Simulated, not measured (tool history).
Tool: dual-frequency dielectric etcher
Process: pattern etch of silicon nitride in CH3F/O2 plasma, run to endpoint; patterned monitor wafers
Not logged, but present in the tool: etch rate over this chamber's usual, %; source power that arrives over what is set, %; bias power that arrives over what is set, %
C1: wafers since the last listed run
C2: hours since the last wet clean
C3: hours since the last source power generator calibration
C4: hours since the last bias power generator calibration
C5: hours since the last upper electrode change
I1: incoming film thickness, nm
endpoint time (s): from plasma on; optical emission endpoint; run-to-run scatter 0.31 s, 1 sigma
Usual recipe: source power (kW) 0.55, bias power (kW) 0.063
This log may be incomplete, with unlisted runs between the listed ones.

Run 1, hour 0: usual settings but bias power (kW) 0.075; C1 0; C2 300.7; C3 1379.7; C4 2807.7; C5 2435; I1 96.2. Result: endpoint time (s) 95.9.
Run 2, hour 50.1: usual settings but bias power (kW) 0.075; C1 278; C2 350.8; C3 1429.8; C4 2857.8; C5 2485.1; I1 96. Result: endpoint time (s) 94.8.
Run 3, hour 119.6: usual settings but source power (kW) 0.61; C1 385; C2 420.3; C3 1499.3; C4 2927.3; C5 2554.6; I1 96.9. Result: endpoint time (s) 93.
At hour 146.8: wet clean of the chamber.
Run 4, hour 155.5: usual settings; C1 66; C2 8.7; C3 1535.2; C4 2963.2; C5 2590.5; I1 95.3. Result: endpoint time (s) 100.7.
Run 5, hour 211.2: usual settings; C1 309; C2 64.4; C3 1590.9; C4 3018.9; C5 2646.2; I1 96. Result: endpoint time (s) 100.7.
Run 6, hour 246.7: usual settings; C1 197; C2 99.9; C3 1626.4; C4 3054.4; C5 2681.7; I1 96.8. Result: endpoint time (s) 101.8.
Run 7, hour 271.9: usual settings; C1 139; C2 125.1; C3 1651.6; C4 3079.6; C5 2706.9; I1 96.7. Result: endpoint time (s) 100.3.
Run 8, hour 312.1: usual settings; C1 223; C2 165.3; C3 1691.8; C4 3119.8; C5 2747.1; I1 96.9. Result: endpoint time (s) 100.8.
Run 9, hour 345.6: usual settings but source power (kW) 0.44; C1 186; C2 198.8; C3 1725.3; C4 3153.3; C5 2780.6; I1 94.2. Result: endpoint time (s) 111.2.
At hour 399.6: source power generator calibrated.
Run 10, hour 404.2: usual settings but source power (kW) 0.65, bias power (kW) 0.078; C1 303; C2 257.4; C3 4.6; C4 3211.9; C5 2839.2; I1 95.9. Result: endpoint time (s) 89.4.
Run 11, hour 463.2: usual settings but source power (kW) 0.61, bias power (kW) 0.073; C1 327; C2 316.4; C3 63.6; C4 3270.9; C5 2898.2; I1 95.3. Result: endpoint time (s) 92.4.
At hour 507.9: bias power generator calibrated.
At hour 513.4: upper electrode replaced.
Run 12, hour 523.1: usual settings but source power (kW) 0.49, bias power (kW) 0.052; C1 279; C2 376.3; C3 123.5; C4 15.2; C5 9.7; I1 95.9. Result: endpoint time (s) 111.9.
At hour 559.2: wet clean of the chamber.
Run 13, hour 559.7: usual settings but source power (kW) 0.69, bias power (kW) 0.075; C1 69; C2 0.5; C3 160.1; C4 51.8; C5 46.3; I1 96.3. Result: endpoint time (s) 88.8.
Run 14, hour 635: usual settings but source power (kW) 0.61, bias power (kW) 0.051; C1 418; C2 75.8; C3 235.4; C4 127.1; C5 121.6; I1 96.6. Result: endpoint time (s) 101.7.
Run 15, hour 669.3: usual settings; C1 190; C2 110.1; C3 269.7; C4 161.4; C5 155.9; I1 95.6. Result: endpoint time (s) 101.8.
Run 16, hour 706.3: usual settings; C1 205; C2 147.1; C3 306.7; C4 198.4; C5 192.9; I1 95.7. Result: endpoint time (s) 101.7.
Run 17, hour 748: usual settings but source power (kW) 0.67, bias power (kW) 0.07; C1 231; C2 188.8; C3 348.4; C4 240.1; C5 234.6; I1 96. Result: endpoint time (s) 90.2.
Run 18, hour 782.5: usual settings; C1 191; C2 223.3; C3 382.9; C4 274.6; C5 269.1; I1 96.1. Result: endpoint time (s) 101.6.
Run 19, hour 828.2: usual settings but source power (kW) 0.5, bias power (kW) 0.052; C1 253; C2 269; C3 428.6; C4 320.3; C5 314.8; I1 96.3. Result: endpoint time (s) 111.2.

Each row is a separate what-if for the run after 19, all from the same tool condition, not one after another. Results?
Run A, hour 828.7: usual settings; C1 2; C2 269.5; C3 429.1; C4 320.8; C5 315.3; I1 96.1. Result: endpoint time (s) ?.
Run B, hour 828.7: usual settings but source power (kW) 0.41, bias power (kW) 0.07; C1 2; C2 269.5; C3 429.1; C4 320.8; C5 315.3; I1 96.1. Result: endpoint time (s) ?.
Run C, hour 828.7: usual settings but source power (kW) 0.63, bias power (kW) 0.069; C1 2; C2 269.5; C3 429.1; C4 320.8; C5 315.3; I1 96.1. Result: endpoint time (s) ?.
Run D, hour 828.7: usual settings but source power (kW) 0.6, bias power (kW) 0.057; C1 2; C2 269.5; C3 429.1; C4 320.8; C5 315.3; I1 96.1. Result: endpoint time (s) ?.
Run E, hour 828.7: usual settings but source power (kW) 0.41, bias power (kW) 0.048; C1 2; C2 269.5; C3 429.1; C4 320.8; C5 315.3; I1 96.1. Result: endpoint time (s) ?.

run  endpoint time (s)
  A              100.9
  B              117.6
  C               92.1
  D                 98
  E              126.4
What these runs would have given with no unlogged condition in the tool:
run  endpoint time (s)
  A              103.7
  B              120.8
  C               94.6
  D              100.7
  E              129.9
